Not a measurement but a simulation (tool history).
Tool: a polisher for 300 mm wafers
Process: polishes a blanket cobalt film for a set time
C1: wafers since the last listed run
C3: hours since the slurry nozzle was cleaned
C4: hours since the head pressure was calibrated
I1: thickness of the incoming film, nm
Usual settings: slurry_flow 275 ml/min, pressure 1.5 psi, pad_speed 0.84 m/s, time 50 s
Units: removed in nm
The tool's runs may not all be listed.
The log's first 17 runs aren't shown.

{"hour": 484.4, "done": "slurry nozzle cleaned"}
{"run": 18, "hour": 490.7, "slurry_flow": 275, "pressure": 1.5, "pad_speed": 0.84, "time": 43, "C1": 154, "wafers polished on this pad": 2098, "C3": 6.3, "C4": 910.3, "I1": 1291.3, "removed": 112.1}
{"run": 19, "hour": 513.6, "slurry_flow": 210, "pressure": 1.5, "pad_speed": 0.84, "time": 40, "C1": 300, "wafers polished on this pad": 2398, "C3": 29.2, "C4": 933.2, "I1": 1271, "removed": 101.1}
{"run": 20, "hour": 530.5, "slurry_flow": 305, "pressure": 1.5, "pad_speed": 0.62, "time": 45, "C1": 221, "wafers polished on this pad": 2619, "C3": 46.1, "C4": 950.1, "I1": 1283.6, "removed": 91.8}
{"run": 21, "hour": 556.7, "slurry_flow": 195, "pressure": 1.5, "pad_speed": 0.84, "time": 34, "C1": 343, "wafers polished on this pad": 2963, "C3": 72.3, "C4": 976.3, "I1": 1279.7, "removed": 83.7}
{"run": 22, "hour": 580.3, "slurry_flow": 225, "pressure": 1.7, "pad_speed": 0.84, "time": 50, "C1": 309, "wafers polished on this pad": 3272, "C3": 95.9, "C4": 999.9, "I1": 1261.3, "removed": 144.3}
{"hour": 585.8, "done": "worn pad replaced by a new one"}
{"run": 23, "hour": 672.2, "slurry_flow": 195, "pressure": 1.5, "pad_speed": 0.84, "time": 34, "C1": 1152, "wafers polished on this pad": 1132, "C3": 187.8, "C4": 1091.8, "I1": 1303, "removed": 83.6}
{"run": 24, "hour": 689.7, "slurry_flow": 275, "pressure": 1.1, "pad_speed": 0.84, "time": 50, "C1": 229, "wafers polished on this pad": 1362, "C3": 205.3, "C4": 1109.3, "I1": 1272.5, "removed": 94}
{"hour": 719.7, "done": "head pressure recalibrated"}
{"run": 25, "hour": 720.3, "slurry_flow": 275, "pressure": 1.2, "pad_speed": 0.84, "time": 41, "C1": 375, "wafers polished on this pad": 1737, "C3": 235.9, "C4": 0.6, "I1": 1287.5, "removed": 82.3}
{"run": 26, "hour": 747.7, "slurry_flow": 310, "pressure": 1.5, "pad_speed": 0.74, "time": 50, "C1": 359, "wafers polished on this pad": 2096, "C3": 263.3, "C4": 28, "I1": 1256.4, "removed": 117.1}
{"run": 27, "hour": 777.6, "slurry_flow": 275, "pressure": 1.3, "pad_speed": 0.84, "time": 50, "C1": 392, "wafers polished on this pad": 2488, "C3": 293.2, "C4": 57.9, "I1": 1270.6, "removed": 109.9}
{"run": 28, "hour": 807.3, "slurry_flow": 275, "pressure": 1.5, "pad_speed": 0.84, "time": 50, "C1": 389, "wafers polished on this pad": 2877, "C3": 322.9, "C4": 87.6, "I1": 1271.1, "removed": 125.3}
{"hour": 813.1, "done": "worn pad replaced by a new one"}
{"run": 29, "hour": 838.8, "slurry_flow": 250, "pressure": 1.8, "pad_speed": 0.96, "time": 62, "C1": 360, "wafers polished on this pad": 337, "C3": 354.4, "C4": 119.1, "I1": 1284.7, "removed": 210}
{"run": 30, "hour": 858.9, "slurry_flow": 235, "pressure": 1.5, "pad_speed": 0.84, "time": 50, "C1": 263, "wafers polished on this pad": 601, "C3": 374.5, "C4": 139.2, "I1": 1282.3, "removed": 124.6}
{"run": 31, "hour": 928.5, "slurry_flow": 275, "pressure": 1.5, "pad_speed": 0.84, "time": 50, "C1": 912, "wafers polished on this pad": 1513, "C3": 444.1, "C4": 208.8, "I1": 1271.1, "removed": 126.2}
{"run": 32, "hour": 951.2, "slurry_flow": 275, "pressure": 1.5, "pad_speed": 1.02, "time": 43, "C1": 297, "wafers polished on this pad": 1811, "C3": 466.8, "C4": 231.5, "I1": 1276.4, "removed": 125}
{"run": 33, "hour": 976.2, "slurry_flow": 365, "pressure": 1.9, "pad_speed": 0.84, "time": 50, "C1": 327, "wafers polished on this pad": 2139, "C3": 491.8, "C4": 256.5, "I1": 1268.8, "removed": 163.8}
{"run": 34, "hour": 995.2, "slurry_flow": 305, "pressure": 1.5, "pad_speed": 0.62, "time": 45, "C1": 249, "wafers polished on this pad": 2388, "C3": 510.8, "C4": 275.5, "I1": 1268.2, "removed": 88.2}
{"hour": 1022.1, "done": "worn pad replaced by a new one"}
{"run": 35, "hour": 1022.6, "slurry_flow": 275, "pressure": 1.5, "pad_speed": 0.84, "time": 50, "C1": 306, "wafers polished on this pad": 6, "C3": 538.2, "C4": 302.9, "I1": 1287.4, "removed": 125.2}
{"run": 36, "hour": 1038.5, "slurry_flow": 275, "pressure": 1.5, "pad_speed": 0.84, "time": 50, "C1": 208, "wafers polished on this pad": 215, "C3": 554.1, "C4": 318.8, "I1": 1285.1, "removed": 123}
{"run": 37, "hour": 1102.9, "slurry_flow": 275, "pressure": 1.5, "pad_speed": 0.84, "time": 50, "C1": 844, "wafers polished on this pad": 1059, "C3": 618.5, "C4": 383.2, "I1": 1269.9, "removed": 119.5}
{"hour": 1110.5, "done": "slurry nozzle cleaned"}
{"run": 38, "hour": 1120.9, "slurry_flow": 275, "pressure": 1.5, "pad_speed": 0.84, "time": 50, "C1": 222, "wafers polished on this pad": 1282, "C3": 10.4, "C4": 401.2, "I1": 1287.8, "removed": 130.3}

Forecast each of these 3 alternatives for the next run:
{"run": "A", "hour": 1121.3, "slurry_flow": 275, "pressure": 1.5, "pad_speed": 0.84, "time": 50, "C1": 5, "wafers polished on this pad": 1287, "C3": 10.8, "C4": 401.6, "I1": 1253.5, "removed": "?"}
{"run": "B", "hour": 1121.3, "slurry_flow": 345, "pressure": 1.2, "pad_speed": 0.92, "time": 50, "C1": 5, "wafers polished on this pad": 1287, "C3": 10.8, "C4": 401.6, "I1": 1253.5, "removed": "?"}
{"run": "C", "hour": 1121.3, "slurry_flow": 275, "pressure": 1.5, "pad_speed": 0.72, "time": 50, "C1": 5, "wafers polished on this pad": 1287, "C3": 10.8, "C4": 401.6, "I1": 1253.5, "removed": "?"}

run=A removed=129
run=B removed=113.8
run=C removed=113.8
Without the tool's hidden state the same runs would have given:
run=A removed=129.2
run=B removed=113.9
run=C removed=113.9
